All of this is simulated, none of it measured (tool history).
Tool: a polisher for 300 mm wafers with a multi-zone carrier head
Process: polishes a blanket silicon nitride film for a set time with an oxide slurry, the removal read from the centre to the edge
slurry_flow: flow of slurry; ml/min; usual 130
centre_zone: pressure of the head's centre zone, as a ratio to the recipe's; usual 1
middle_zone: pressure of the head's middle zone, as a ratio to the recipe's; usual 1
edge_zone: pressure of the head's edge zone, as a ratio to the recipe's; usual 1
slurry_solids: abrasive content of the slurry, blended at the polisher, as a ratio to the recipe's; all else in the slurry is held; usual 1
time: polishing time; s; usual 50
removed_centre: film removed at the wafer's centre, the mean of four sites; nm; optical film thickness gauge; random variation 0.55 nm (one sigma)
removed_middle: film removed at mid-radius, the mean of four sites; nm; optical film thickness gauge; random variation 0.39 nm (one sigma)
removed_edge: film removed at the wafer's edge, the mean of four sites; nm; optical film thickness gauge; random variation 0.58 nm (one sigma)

run   hour  slurry_flow  centre_zone  middle_zone  edge_zone  slurry_solids  time  incoming thickness of the incoming film, nm  removed_centre  removed_middle  removed_edge
  1      0          130            1            1          1              1    50                                        512.7            40.8            40.8          40.8
  2   27.8          130            1            1          1              1    50                                        506.9            40.1            40.9            41
  3   41.5          130            1            1          1              1    56                                        513.2            46.3            45.8          46.9
  4   76.1          130            1            1          1              1    39                                        511.1            32.3            31.6          32.6
  5  106.9          130            1            1          1              1    50                                        511.5            41.6            41.1          41.8
  6  132.9          130            1            1          1              1    50                                        508.8              42            41.2          41.8
     164.1  -- worn pad replaced by a new one
     168.6  -- centre zone pressure recalibrated
  7  175.4          130            1         1.11          1              1    50                                        521.4              41              45          41.4
     194.4  -- slurry nozzle cleaned
     197.5  -- edge zone pressure recalibrated
  8  206.5          130            1            1          1              1    50                                        510.9              41            40.6            43
  9  232.3          115            1            1          1            0.9    50                                        500.8            39.7            37.9          39.1
 10  261.3          165            1         1.06          1            0.8    50                                        507.4            40.2              41          39.4
 11  283.7          130         1.11            1       0.89              1    50                                        519.8            46.4              41          39.1
 12  313.7          130            1            1          1            0.9    64                                        509.9            51.4            50.3          50.1
     332.3  -- worn pad replaced by a new one
 13  345.2          130            1            1        0.9              1    44                                        504.5            35.9            35.7          34.5
       357  -- carrier head's membrane replaced by a new one
 14  380.7          130            1         1.06        0.9              1    50                                        503.1            41.3            43.4          38.5
 15  412.7          130            1            1          1              1    50                                        501.2            40.5              41            43
 16  440.5          130          1.1            1          1              1    50                                        510.1            45.8            40.5          41.3
 17  453.1          130            1            1       1.04              1    50                                        515.2            42.7            41.1          42.8
 18  470.2          130            1            1          1              1    50                                        505.6            41.4              41          40.8

The next listed run, before its measurement:
 19  492.3          130         1.05            1          1              1    50                                        510.2               ?               ?             ?

removed_centre: 44 nm
removed_middle: 40.8 nm
removed_edge: 41.2 nm
Without the tool's hidden state the same run would have given removed_centre 44 nm, removed_middle 40.8 nm, removed_edge 41.2 nm.
